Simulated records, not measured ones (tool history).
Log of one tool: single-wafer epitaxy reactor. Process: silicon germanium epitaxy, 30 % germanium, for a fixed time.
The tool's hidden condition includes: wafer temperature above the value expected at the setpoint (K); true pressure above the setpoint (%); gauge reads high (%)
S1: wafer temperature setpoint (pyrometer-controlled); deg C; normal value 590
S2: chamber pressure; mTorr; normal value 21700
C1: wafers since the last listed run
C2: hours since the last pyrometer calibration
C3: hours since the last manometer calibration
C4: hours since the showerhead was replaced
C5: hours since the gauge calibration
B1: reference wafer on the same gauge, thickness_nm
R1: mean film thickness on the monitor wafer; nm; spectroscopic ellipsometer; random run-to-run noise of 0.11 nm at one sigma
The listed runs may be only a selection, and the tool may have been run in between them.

{"run": 1, "hour": 0.0, "S1": 590, "S2": 21700, "C1": 0, "C2": 884.2, "C3": 749.8, "C4": 3350.5, "C5": 1204.5, "B1": 52.022, "R1": 50.719}
{"run": 2, "hour": 75.9, "S1": 590, "S2": 21700, "C1": 1292, "C2": 960.1, "C3": 825.7, "C4": 3426.4, "C5": 1280.4, "B1": 51.999, "R1": 50.605}
{"run": 3, "hour": 161.4, "S1": 590, "S2": 21700, "C1": 1455, "C2": 1045.6, "C3": 911.2, "C4": 3511.9, "C5": 1365.9, "B1": 52.009, "R1": 50.5}
{"run": 4, "hour": 258.3, "S1": 590, "S2": 21700, "C1": 1649, "C2": 1142.5, "C3": 1008.1, "C4": 3608.8, "C5": 1462.8, "B1": 52.01, "R1": 50.329}
{"run": 5, "hour": 321.0, "S1": 590, "S2": 21700, "C1": 1067, "C2": 1205.2, "C3": 1070.8, "C4": 3671.5, "C5": 1525.5, "B1": 52.007, "R1": 50.273}
{"hour": 388.1, "done": "pyrometer calibrated"}
{"run": 6, "hour": 396.5, "S1": 590, "S2": 21700, "C1": 1149, "C2": 8.4, "C3": 1146.3, "C4": 3747, "C5": 1601, "B1": 52.01, "R1": 50.302}
{"hour": 727.4, "done": "capacitance manometer re-zeroed and calibrated"}
{"run": 7, "hour": 727.9, "S1": 590, "S2": 21700, "C1": 5506, "C2": 339.8, "C3": 0.5, "C4": 4078.4, "C5": 1932.4, "B1": 52.006, "R1": 50.683}
{"run": 8, "hour": 801.8, "S1": 600, "S2": 21700, "C1": 1258, "C2": 413.7, "C3": 74.4, "C4": 4152.3, "C5": 2006.3, "B1": 51.99, "R1": 62.116}
{"run": 9, "hour": 865.0, "S1": 600, "S2": 21700, "C1": 1076, "C2": 476.9, "C3": 137.6, "C4": 4215.5, "C5": 2069.5, "B1": 52.027, "R1": 61.846}
{"hour": 874.4, "done": "showerhead replaced"}
{"run": 10, "hour": 965.0, "S1": 590, "S2": 18500, "C1": 1566, "C2": 576.9, "C3": 237.6, "C4": 90.6, "C5": 2169.5, "B1": 51.98, "R1": 48.14}
{"run": 11, "hour": 1064.4, "S1": 590, "S2": 18500, "C1": 1692, "C2": 676.3, "C3": 337, "C4": 190, "C5": 2268.9, "B1": 52.004, "R1": 48.4}
{"run": 12, "hour": 1106.6, "S1": 590, "S2": 21700, "C1": 718, "C2": 718.5, "C3": 379.2, "C4": 232.2, "C5": 2311.1, "B1": 51.978, "R1": 50.683}
{"run": 13, "hour": 1151.9, "S1": 581, "S2": 16700, "C1": 771, "C2": 763.8, "C3": 424.5, "C4": 277.5, "C5": 2356.4, "B1": 52, "R1": 39.069}
{"hour": 1324.9, "done": "gauge calibrated"}
{"run": 14, "hour": 1356.0, "S1": 577, "S2": 21700, "C1": 3475, "C2": 967.9, "C3": 628.6, "C4": 481.6, "C5": 31.1, "B1": 52.019, "R1": 39.073}
{"run": 15, "hour": 1660.9, "S1": 590, "S2": 21700, "C1": 5191, "C2": 1272.8, "C3": 933.5, "C4": 786.5, "C5": 336, "B1": 52.004, "R1": 50.627}
{"hour": 1738.4, "done": "pyrometer calibrated"}
{"run": 16, "hour": 1751.2, "S1": 604, "S2": 17200, "C1": 1401, "C2": 12.8, "C3": 1023.8, "C4": 876.8, "C5": 426.3, "B1": 51.983, "R1": 61.163}
{"run": 17, "hour": 1845.9, "S1": 590, "S2": 21700, "C1": 1612, "C2": 107.5, "C3": 1118.5, "C4": 971.5, "C5": 521, "B1": 51.998, "R1": 50.452}
{"run": 18, "hour": 1946.5, "S1": 585, "S2": 24500, "C1": 1712, "C2": 208.1, "C3": 1219.1, "C4": 1072.1, "C5": 621.6, "B1": 52.001, "R1": 47.542}
{"run": 19, "hour": 2007.8, "S1": 599, "S2": 16700, "C1": 1043, "C2": 269.4, "C3": 1280.4, "C4": 1133.4, "C5": 682.9, "B1": 51.989, "R1": 55.076}
{"hour": 2019.3, "done": "capacitance manometer re-zeroed and calibrated"}
{"run": 20, "hour": 2111.6, "S1": 590, "S2": 21700, "C1": 1631, "C2": 373.2, "C3": 92.3, "C4": 1237.2, "C5": 786.7, "B1": 51.989, "R1": 50.875}
{"run": 21, "hour": 2216.6, "S1": 590, "S2": 21700, "C1": 1787, "C2": 478.2, "C3": 197.3, "C4": 1342.2, "C5": 891.7, "B1": 51.997, "R1": 50.673}
{"run": 22, "hour": 2265.7, "S1": 590, "S2": 25600, "C1": 835, "C2": 527.3, "C3": 246.4, "C4": 1391.3, "C5": 940.8, "B1": 51.999, "R1": 53.334}
{"run": 23, "hour": 2359.3, "S1": 600, "S2": 20000, "C1": 1593, "C2": 620.9, "C3": 340, "C4": 1484.9, "C5": 1034.4, "B1": 52.014, "R1": 59.964}
{"run": 24, "hour": 2439.7, "S1": 585, "S2": 21700, "C1": 1368, "C2": 701.3, "C3": 420.4, "C4": 1565.3, "C5": 1114.8, "B1": 51.996, "R1": 45.788}
{"run": 25, "hour": 2486.4, "S1": 598, "S2": 21700, "C1": 795, "C2": 748, "C3": 467.1, "C4": 1612, "C5": 1161.5, "B1": 51.998, "R1": 59.208}
{"run": 26, "hour": 2527.0, "S1": 605, "S2": 18600, "C1": 691, "C2": 788.6, "C3": 507.7, "C4": 1652.6, "C5": 1202.1, "B1": 52.019, "R1": 64.558}
{"run": 27, "hour": 2633.9, "S1": 590, "S2": 21700, "C1": 1820, "C2": 895.5, "C3": 614.6, "C4": 1759.5, "C5": 1309, "B1": 52.013, "R1": 50.711}
{"run": 28, "hour": 2710.3, "S1": 590, "S2": 20100, "C1": 1300, "C2": 971.9, "C3": 691, "C4": 1835.9, "C5": 1385.4, "B1": 52.001, "R1": 49.365}
{"run": 29, "hour": 2770.6, "S1": 580, "S2": 21700, "C1": 1026, "C2": 1032.2, "C3": 751.3, "C4": 1896.2, "C5": 1445.7, "B1": 52.01, "R1": 41.542}
{"run": 30, "hour": 2809.2, "S1": 581, "S2": 16700, "C1": 657, "C2": 1070.8, "C3": 789.9, "C4": 1934.8, "C5": 1484.3, "B1": 52.002, "R1": 39.171}
{"run": 31, "hour": 2865.7, "S1": 600, "S2": 21700, "C1": 961, "C2": 1127.3, "C3": 846.4, "C4": 1991.3, "C5": 1540.8, "B1": 51.989, "R1": 61.507}
{"run": 32, "hour": 2930.9, "S1": 595, "S2": 23500, "C1": 1110, "C2": 1192.5, "C3": 911.6, "C4": 2056.5, "C5": 1606, "B1": 52.01, "R1": 57.11}
{"run": 33, "hour": 3015.1, "S1": 590, "S2": 21700, "C1": 1433, "C2": 1276.7, "C3": 995.8, "C4": 2140.7, "C5": 1690.2, "B1": 52.011, "R1": 50.505}
{"run": 34, "hour": 3071.4, "S1": 598, "S2": 16400, "C1": 958, "C2": 1333, "C3": 1052.1, "C4": 2197, "C5": 1746.5, "B1": 51.994, "R1": 53.972}

What would each run have given without the hidden state, its run-to-run variation left as it was?
run=1 R1=50.97
run=2 R1=50.903
run=3 R1=50.855
run=4 R1=50.755
run=5 R1=50.75
run=6 R1=50.845
run=7 R1=50.643
run=8 R1=62.069
run=9 R1=61.806
run=10 R1=48.122
run=11 R1=48.403
run=12 R1=50.698
run=13 R1=39.092
run=14 R1=39.159
run=15 R1=50.924
run=16 R1=61.605
run=17 R1=50.897
run=18 R1=48.049
run=19 R1=55.729
run=20 R1=50.884
run=21 R1=50.694
run=22 R1=53.364
run=23 R1=60.023
run=24 R1=45.854
run=25 R1=59.313
run=26 R1=64.692
run=27 R1=50.862
run=28 R1=49.55
run=29 R1=41.726
run=30 R1=39.362
run=31 R1=61.851
run=32 R1=57.48
run=33 R1=50.895
run=34 R1=54.437
